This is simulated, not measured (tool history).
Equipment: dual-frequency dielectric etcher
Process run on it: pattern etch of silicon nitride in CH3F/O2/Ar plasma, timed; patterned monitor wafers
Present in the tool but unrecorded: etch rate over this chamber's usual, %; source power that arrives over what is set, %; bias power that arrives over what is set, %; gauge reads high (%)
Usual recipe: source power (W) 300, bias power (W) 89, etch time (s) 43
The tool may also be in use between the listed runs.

run	hour	source power (W)	bias power (W)	etch time (s)	wafers since the last listed run	hours since the last wet clean	hours since the last source power generator calibration	hours since the last bias power generator calibration	hours since the last upper electrode change	hours since the gauge calibration	read-back reference wafer on the same gauge, depth_nm	mean etch depth across the wafer (Å)
1	0	300	89	43	0	465.8	2903.4	4440.8	3918	63.4	25.2	246.1
2	9.9	300	81	43	94	475.7	2913.3	4450.7	3927.9	73.3	25.2	237.9
3	26	300	81	43	152	491.8	2929.4	4466.8	3944	89.4	25.21	238.2
4	37.2	300	81	43	106	503	2940.6	4478	3955.2	100.6	25.19	237.8
5	50.5	300	102	43	126	516.3	2953.9	4491.3	3968.5	113.9	25.2	256.1
# hour 85.7: wet clean of the chamber
6	86.2	300	89	43	111	0.5	2989.6	4527	4004.2	149.6	25.19	247.6
7	86.5	300	89	43	2	0.8	2989.9	4527.3	4004.5	149.9	25.19	248.3
# hour 108.2: gauge calibrated
# hour 119.6: upper electrode replaced
8	120.1	300	89	43	91	34.4	3023.5	4560.9	0.5	11.9	25.21	248.1
9	120.4	300	89	43	2	34.7	3023.8	4561.2	0.8	12.2	25.2	247.3
# hour 124.6: bias power generator calibrated
10	128	230	74	48	34	42.3	3031.4	3.4	8.4	19.8	25.2	241.3
11	134.1	250	106	46.5	57	48.4	3037.5	9.5	14.5	25.9	25.2	269.1
12	141.3	300	89	32	68	55.6	3044.7	16.7	21.7	33.1	25.2	184.6
# hour 151.6: source power generator calibrated
13	154.1	300	78	43	83	68.4	2.5	29.5	34.5	45.9	25.2	237.1
14	163.2	240	96	43	86	77.5	11.6	38.6	43.6	55	25.21	237.5
15	178.4	230	69	43	144	92.7	26.8	53.8	58.8	70.2	25.2	211.7
16	189.5	300	75	39.5	105	103.8	37.9	64.9	69.9	81.3	25.2	215.4
17	205.3	300	89	43	150	119.6	53.7	80.7	85.7	97.1	25.2	247

Predict each of these 3 candidate next runs independently; none follows another, all start after run 17:
A	205.7	300	89	43	3	120	54.1	81.1	86.1	97.5	?	?
B	205.7	340	100	43	3	120	54.1	81.1	86.1	97.5	?	?
C	205.7	240	73	49	3	120	54.1	81.1	86.1	97.5	?	?

run	read-back reference wafer on the same gauge, depth_nm	mean etch depth across the wafer (Å)
A	25.19	247.5
B	25.19	267
C	25.19	248.2
Take away the tool's hidden state, keep each run's random variation, and the runs would have read:
run	mean etch depth across the wafer (Å)
A	248.6
B	268.1
C	249.3
